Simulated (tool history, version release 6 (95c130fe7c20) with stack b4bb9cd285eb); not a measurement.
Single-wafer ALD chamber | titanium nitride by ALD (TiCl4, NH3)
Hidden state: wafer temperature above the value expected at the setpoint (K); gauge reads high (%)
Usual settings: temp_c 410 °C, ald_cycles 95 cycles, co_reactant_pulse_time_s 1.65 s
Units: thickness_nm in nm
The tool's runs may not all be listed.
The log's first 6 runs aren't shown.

run	day	temp_c	ald_cycles	co_reactant_pulse_time_s	wafers since the last listed run	hours since the last thermocouple change	hours since the showerhead was replaced	hours since the gauge calibration	read-back reference wafer on the same gauge, thickness_nm	thickness_nm
7	2.554	410	95	1.65	21	1181.4	8391.4	224.2	1.76	2.181
8	3.146	410	95	1.65	41	1195.6	8405.6	238.4	1.76	2.177
9	3.808	410	95	1.65	46	1211.5	8421.5	254.3	1.76	2.188
10	4.221	410	95	1.65	28	1221.4	8431.4	264.2	1.761	2.179
11	4.646	401	95	1.89	29	1231.6	8441.6	274.4	1.76	2.196
12	5.054	401	95	1.89	28	1241.4	8451.4	284.2	1.759	2.185
13	5.596	401	95	1.89	37	1254.4	8464.4	297.2	1.761	2.19
14	6.079	410	95	1.65	33	1266	8476	308.8	1.76	2.177
15	6.579	410	95	1.65	34	1278	8488	320.8	1.761	2.187
16	7.008	410	95	1.65	29	1288.3	8498.3	331.1	1.76	2.192
# day 7.479: thermocouple changed; heater temperature recalibrated
17	7.562	403	106	1.25	15	2	8511.6	344.4	1.759	2.382
18	8.167	410	95	1.65	42	16.5	8526.1	358.9	1.76	2.191
# day 8.588: gauge calibrated
19	8.683	410	103	1.65	35	28.9	8538.5	2.3	1.76	2.357
20	9.342	410	95	1.39	45	44.7	8554.3	18.1	1.759	2.157
21	9.721	417	90	2.24	26	53.8	8563.4	27.2	1.76	2.099
# day 10.517: showerhead replaced
22	10.538	404	104	2.12	33	73.4	0.5	46.8	1.76	2.417
23	10.862	402	95	1.65	22	81.2	8.3	54.6	1.76	2.171
24	11.492	424	89	1.65	43	96.3	23.4	69.7	1.76	2.06
25	12.162	418	89	1.65	46	112.4	39.5	85.8	1.761	2.059
26	12.8	410	95	1.65	44	127.7	54.8	101.1	1.759	2.175
27	13.417	419	95	2.27	42	142.5	69.6	115.9	1.76	2.214
28	13.679	410	95	1.86	18	148.8	75.9	122.2	1.76	2.193
29	14.308	410	95	1.65	43	163.9	91	137.3	1.76	2.186
30	14.75	398	95	1.65	30	174.5	101.6	147.9	1.76	2.173

4 ways to go on from here, each from the tool as it stands after run 30. What would each give?
A	14.775	396	95	1.65	1	175.1	102.2	148.5	?	?
B	14.775	410	95	2.19	1	175.1	102.2	148.5	?	?
C	14.775	410	86	1.17	1	175.1	102.2	148.5	?	?
D	14.775	396	95	1.36	1	175.1	102.2	148.5	?	?

run	read-back reference wafer on the same gauge, thickness_nm	thickness_nm
A	1.76	2.158
B	1.76	2.208
C	1.76	1.921
D	1.76	2.124
Without the tool's hidden state the same runs would have given:
run	thickness_nm
A	2.158
B	2.208
C	1.921
D	2.124
